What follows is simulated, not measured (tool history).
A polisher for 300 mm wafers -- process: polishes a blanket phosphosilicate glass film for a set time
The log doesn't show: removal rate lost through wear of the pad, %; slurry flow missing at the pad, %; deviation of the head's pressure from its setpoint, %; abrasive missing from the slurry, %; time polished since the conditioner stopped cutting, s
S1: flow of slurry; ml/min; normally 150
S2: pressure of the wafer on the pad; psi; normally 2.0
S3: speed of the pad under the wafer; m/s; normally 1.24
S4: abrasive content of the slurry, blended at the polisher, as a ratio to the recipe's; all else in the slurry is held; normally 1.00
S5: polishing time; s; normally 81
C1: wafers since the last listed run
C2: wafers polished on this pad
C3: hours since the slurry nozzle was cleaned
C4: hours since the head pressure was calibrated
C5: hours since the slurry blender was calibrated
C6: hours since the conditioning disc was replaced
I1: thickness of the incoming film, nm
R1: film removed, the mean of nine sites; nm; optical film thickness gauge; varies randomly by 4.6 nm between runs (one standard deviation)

{"run": 1, "hour": 0.0, "S1": 150, "S2": 2.0, "S3": 1.24, "S4": 1.0, "S5": 81, "C1": 0, "C2": 1136, "C3": 746.4, "C4": 371.3, "C5": 304.1, "C6": 76.7, "I1": 1853.3, "R1": 409.7}
{"run": 2, "hour": 11.3, "S1": 150, "S2": 2.0, "S3": 1.24, "S4": 1.0, "S5": 81, "C1": 158, "C2": 1294, "C3": 757.7, "C4": 382.6, "C5": 315.4, "C6": 88.0, "I1": 1893.4, "R1": 397.3}
{"hour": 23.2, "done": "worn pad replaced by a new one"}
{"run": 3, "hour": 23.7, "S1": 150, "S2": 2.0, "S3": 1.12, "S4": 1.0, "S5": 81, "C1": 117, "C2": 6, "C3": 770.1, "C4": 395.0, "C5": 327.8, "C6": 100.4, "I1": 1850.0, "R1": 405.3}
{"run": 4, "hour": 38.1, "S1": 150, "S2": 2.0, "S3": 1.12, "S4": 1.0, "S5": 81, "C1": 201, "C2": 208, "C3": 784.5, "C4": 409.4, "C5": 342.2, "C6": 114.8, "I1": 1874.3, "R1": 406.2}
{"run": 5, "hour": 44.6, "S1": 150, "S2": 2.0, "S3": 1.12, "S4": 1.0, "S5": 81, "C1": 91, "C2": 299, "C3": 791.0, "C4": 415.9, "C5": 348.7, "C6": 121.3, "I1": 1855.3, "R1": 400.1}
{"run": 6, "hour": 62.6, "S1": 150, "S2": 2.0, "S3": 1.24, "S4": 1.0, "S5": 88, "C1": 252, "C2": 551, "C3": 809.0, "C4": 433.9, "C5": 366.7, "C6": 139.3, "I1": 1861.3, "R1": 476.6}
{"hour": 70.8, "done": "slurry blender recalibrated"}
{"run": 7, "hour": 72.0, "S1": 150, "S2": 2.0, "S3": 1.24, "S4": 1.0, "S5": 88, "C1": 103, "C2": 655, "C3": 818.4, "C4": 443.3, "C5": 1.2, "C6": 148.7, "I1": 1833.2, "R1": 477.4}
{"run": 8, "hour": 79.7, "S1": 150, "S2": 2.0, "S3": 1.24, "S4": 1.0, "S5": 73, "C1": 107, "C2": 763, "C3": 826.1, "C4": 451.0, "C5": 8.9, "C6": 156.4, "I1": 1878.8, "R1": 387.2}
{"run": 9, "hour": 88.6, "S1": 150, "S2": 2.0, "S3": 1.24, "S4": 1.0, "S5": 81, "C1": 124, "C2": 888, "C3": 835.0, "C4": 459.9, "C5": 17.8, "C6": 165.3, "I1": 1850.5, "R1": 421.9}
{"hour": 98.0, "done": "head pressure recalibrated"}
{"run": 10, "hour": 105.1, "S1": 150, "S2": 2.0, "S3": 1.24, "S4": 1.0, "S5": 81, "C1": 203, "C2": 1091, "C3": 851.5, "C4": 7.1, "C5": 34.3, "C6": 181.8, "I1": 1859.2, "R1": 408.2}
{"hour": 109.5, "done": "slurry nozzle cleaned"}
{"run": 11, "hour": 117.3, "S1": 150, "S2": 2.0, "S3": 1.24, "S4": 1.0, "S5": 81, "C1": 156, "C2": 1248, "C3": 7.8, "C4": 19.3, "C5": 46.5, "C6": 194.0, "I1": 1831.1, "R1": 403.1}
{"hour": 124.3, "done": "worn pad replaced by a new one"}
{"run": 12, "hour": 131.4, "S1": 150, "S2": 2.0, "S3": 1.24, "S4": 1.0, "S5": 81, "C1": 141, "C2": 99, "C3": 21.9, "C4": 33.4, "C5": 60.6, "C6": 208.1, "I1": 1872.4, "R1": 436.2}
{"run": 13, "hour": 138.7, "S1": 135, "S2": 2.0, "S3": 1.24, "S4": 1.0, "S5": 99, "C1": 102, "C2": 201, "C3": 29.2, "C4": 40.7, "C5": 67.9, "C6": 215.4, "I1": 1875.4, "R1": 535.7}
{"run": 14, "hour": 150.0, "S1": 150, "S2": 2.0, "S3": 1.24, "S4": 1.15, "S5": 89, "C1": 158, "C2": 360, "C3": 40.5, "C4": 52.0, "C5": 79.2, "C6": 226.7, "I1": 1858.9, "R1": 508.6}
{"hour": 157.9, "done": "conditioning disc replaced and pad reconditioned"}
{"run": 15, "hour": 162.9, "S1": 150, "S2": 2.0, "S3": 1.24, "S4": 1.0, "S5": 81, "C1": 152, "C2": 512, "C3": 53.4, "C4": 64.9, "C5": 92.1, "C6": 5.0, "I1": 1863.7, "R1": 441.6}
{"run": 16, "hour": 176.7, "S1": 150, "S2": 2.0, "S3": 1.24, "S4": 1.0, "S5": 81, "C1": 193, "C2": 706, "C3": 67.2, "C4": 78.7, "C5": 105.9, "C6": 18.8, "I1": 1851.9, "R1": 429.5}
{"run": 17, "hour": 194.5, "S1": 125, "S2": 2.0, "S3": 1.24, "S4": 1.0, "S5": 81, "C1": 249, "C2": 955, "C3": 85.0, "C4": 96.5, "C5": 123.7, "C6": 36.6, "I1": 1840.5, "R1": 409.1}
{"run": 18, "hour": 203.4, "S1": 150, "S2": 2.0, "S3": 1.46, "S4": 1.0, "S5": 68, "C1": 124, "C2": 1080, "C3": 93.9, "C4": 105.4, "C5": 132.6, "C6": 45.5, "I1": 1893.4, "R1": 393.0}
{"run": 19, "hour": 217.3, "S1": 150, "S2": 2.0, "S3": 1.24, "S4": 1.0, "S5": 81, "C1": 194, "C2": 1275, "C3": 107.8, "C4": 119.3, "C5": 146.5, "C6": 59.4, "I1": 1875.8, "R1": 400.2}
{"hour": 227.1, "done": "worn pad replaced by a new one"}
{"run": 20, "hour": 230.9, "S1": 150, "S2": 1.7, "S3": 1.24, "S4": 1.0, "S5": 81, "C1": 134, "C2": 53, "C3": 121.4, "C4": 132.9, "C5": 160.1, "C6": 73.0, "I1": 1837.4, "R1": 368.0}
{"run": 21, "hour": 244.0, "S1": 150, "S2": 2.0, "S3": 0.92, "S4": 1.15, "S5": 91, "C1": 183, "C2": 237, "C3": 134.5, "C4": 146.0, "C5": 173.2, "C6": 86.1, "I1": 1822.4, "R1": 412.8}
{"run": 22, "hour": 255.6, "S1": 105, "S2": 2.0, "S3": 1.24, "S4": 1.3, "S5": 81, "C1": 162, "C2": 399, "C3": 146.1, "C4": 157.6, "C5": 184.8, "C6": 97.7, "I1": 1876.6, "R1": 464.2}
{"run": 23, "hour": 272.6, "S1": 150, "S2": 2.0, "S3": 1.6, "S4": 1.0, "S5": 81, "C1": 238, "C2": 638, "C3": 163.1, "C4": 174.6, "C5": 201.8, "C6": 114.7, "I1": 1853.1, "R1": 525.4}
{"run": 24, "hour": 288.3, "S1": 150, "S2": 2.0, "S3": 0.92, "S4": 1.0, "S5": 81, "C1": 220, "C2": 858, "C3": 178.8, "C4": 190.3, "C5": 217.5, "C6": 130.4, "I1": 1863.4, "R1": 338.4}
{"run": 25, "hour": 296.7, "S1": 150, "S2": 2.0, "S3": 0.88, "S4": 1.0, "S5": 81, "C1": 117, "C2": 976, "C3": 187.2, "C4": 198.7, "C5": 225.9, "C6": 138.8, "I1": 1860.1, "R1": 314.9}
{"run": 26, "hour": 312.9, "S1": 170, "S2": 2.0, "S3": 1.24, "S4": 1.0, "S5": 81, "C1": 227, "C2": 1203, "C3": 203.4, "C4": 214.9, "C5": 242.1, "C6": 155.0, "I1": 1863.9, "R1": 405.8}

What if the next run were any one of these 4? Each begins from the tool's condition after run 26:
{"run": "A", "hour": 313.3, "S1": 150, "S2": 2.4, "S3": 1.24, "S4": 1.0, "S5": 81, "C1": 5, "C2": 1208, "C3": 203.8, "C4": 215.3, "C5": 242.5, "C6": 155.4, "I1": 1864.5, "R1": "?"}
{"run": "B", "hour": 313.3, "S1": 150, "S2": 2.0, "S3": 1.24, "S4": 1.0, "S5": 108, "C1": 5, "C2": 1208, "C3": 203.8, "C4": 215.3, "C5": 242.5, "C6": 155.4, "I1": 1864.5, "R1": "?"}
{"run": "C", "hour": 313.3, "S1": 150, "S2": 1.3, "S3": 1.58, "S4": 0.75, "S5": 81, "C1": 5, "C2": 1208, "C3": 203.8, "C4": 215.3, "C5": 242.5, "C6": 155.4, "I1": 1864.5, "R1": "?"}
{"run": "D", "hour": 313.3, "S1": 110, "S2": 1.5, "S3": 0.88, "S4": 1.0, "S5": 81, "C1": 5, "C2": 1208, "C3": 203.8, "C4": 215.3, "C5": 242.5, "C6": 155.4, "I1": 1864.5, "R1": "?"}

run=A R1=483.1
run=B R1=539.7
run=C R1=275.7
run=D R1=223.1
Without the tool's unlogged condition, the same runs would have read:
run=A R1=534.1
run=B R1=596.6
run=C R1=304.8
run=D R1=246.6
